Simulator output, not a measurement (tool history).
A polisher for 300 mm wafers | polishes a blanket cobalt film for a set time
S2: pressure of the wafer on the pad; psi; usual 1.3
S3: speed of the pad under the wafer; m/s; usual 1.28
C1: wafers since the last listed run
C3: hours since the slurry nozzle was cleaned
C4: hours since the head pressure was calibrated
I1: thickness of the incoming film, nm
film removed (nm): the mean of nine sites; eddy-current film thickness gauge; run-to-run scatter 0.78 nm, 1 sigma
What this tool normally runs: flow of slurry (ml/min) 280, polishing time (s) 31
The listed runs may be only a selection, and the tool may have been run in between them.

Run 1, hour 0: usual settings but S3 1.58 m/s; C1 0; wafers polished on this pad 62; C3 310.7; C4 215.1; I1 725.1. Result: film removed (nm) 130.9.
Run 2, hour 54: usual settings but S3 1.58 m/s; C1 376; wafers polished on this pad 439; C3 364.7; C4 269.1; I1 733.7. Result: film removed (nm) 131.2.
Run 3, hour 136.3: usual settings but S3 1.58 m/s; C1 574; wafers polished on this pad 1013; C3 447; C4 351.4; I1 718.3. Result: film removed (nm) 131.7.
At hour 166.8: head pressure recalibrated.
Run 4, hour 190.7: usual settings but S3 1.16 m/s; C1 365; wafers polished on this pad 1379; C3 501.4; C4 23.9; I1 733.6. Result: film removed (nm) 98.4.
At hour 201.3: worn pad replaced by a new one.
Run 5, hour 285.5: usual settings but S3 1.16 m/s; C1 633; wafers polished on this pad 587; C3 596.2; C4 118.7; I1 741.7. Result: film removed (nm) 96.4.
At hour 293.4: slurry nozzle cleaned.
Run 6, hour 383.7: usual settings but S3 1.16 m/s; C1 678; wafers polished on this pad 1266; C3 90.3; C4 216.9; I1 725.4. Result: film removed (nm) 101.
At hour 427.2: worn pad replaced by a new one.
Run 7, hour 489.7: usual settings; C1 711; wafers polished on this pad 436; C3 196.3; C4 322.9; I1 713.4. Result: film removed (nm) 109.
At hour 527.6: head pressure recalibrated.
Run 8, hour 557.2: usual settings; C1 457; wafers polished on this pad 893; C3 263.8; C4 29.6; I1 719.3. Result: film removed (nm) 108.3.
Run 9, hour 626.7: usual settings but flow of slurry (ml/min) 345; C1 485; wafers polished on this pad 1378; C3 333.3; C4 99.1; I1 731.2. Result: film removed (nm) 111.3.
At hour 667.3: worn pad replaced by a new one.
Run 10, hour 712.4: usual settings but S3 1.16 m/s; C1 570; wafers polished on this pad 314; C3 419; C4 184.8; I1 717.7. Result: film removed (nm) 99.1.
Run 11, hour 807.8: usual settings but S3 1.58 m/s; C1 665; wafers polished on this pad 980; C3 514.4; C4 280.2; I1 732.5. Result: film removed (nm) 130.5.
At hour 872.2: worn pad replaced by a new one.
Run 12, hour 888.2: usual settings but S3 1.62 m/s; C1 533; wafers polished on this pad 111; C3 594.8; C4 360.6; I1 728. Result: film removed (nm) 131.9.
At hour 892.2: head pressure recalibrated.
At hour 922.3: slurry nozzle cleaned.
Run 13, hour 940.2: usual settings but S3 1.12 m/s; C1 342; wafers polished on this pad 453; C3 17.9; C4 48; I1 733.2. Result: film removed (nm) 100.2.
Run 14, hour 1028.5: usual settings but flow of slurry (ml/min) 215, S2 1.7 psi; C1 616; wafers polished on this pad 1069; C3 106.2; C4 136.3; I1 717.4. Result: film removed (nm) 139.6.
Run 15, hour 1091.5: usual settings but S2 0.8 psi, S3 1.46 m/s, polishing time (s) 21; C1 439; wafers polished on this pad 1509; C3 169.2; C4 199.3; I1 729. Result: film removed (nm) 52.1.
At hour 1120.8: worn pad replaced by a new one.
Run 16, hour 1175.3: usual settings but S3 1.04 m/s; C1 556; wafers polished on this pad 380; C3 253; C4 283.1; I1 724.1. Result: film removed (nm) 90.2.

List, for all runs, the conditions of the tool that the log does not record:
removal rate lost through wear of the pad, %: 0 in every run
deviation of the head's pressure from its setpoint, %: 0 in every run
H1: slurry flow missing at the pad, %
run    H1
  1  33.9
  2  36.1
  3  38.4
  4  39.5
  5  40.9
  6  17.9
  7  28.9
  8  33.4
  9  36.7
 10  39.6
 11  41.6
 12  42.7
 13  5.78
 14  19.3
 15  25.9
 16  32.1
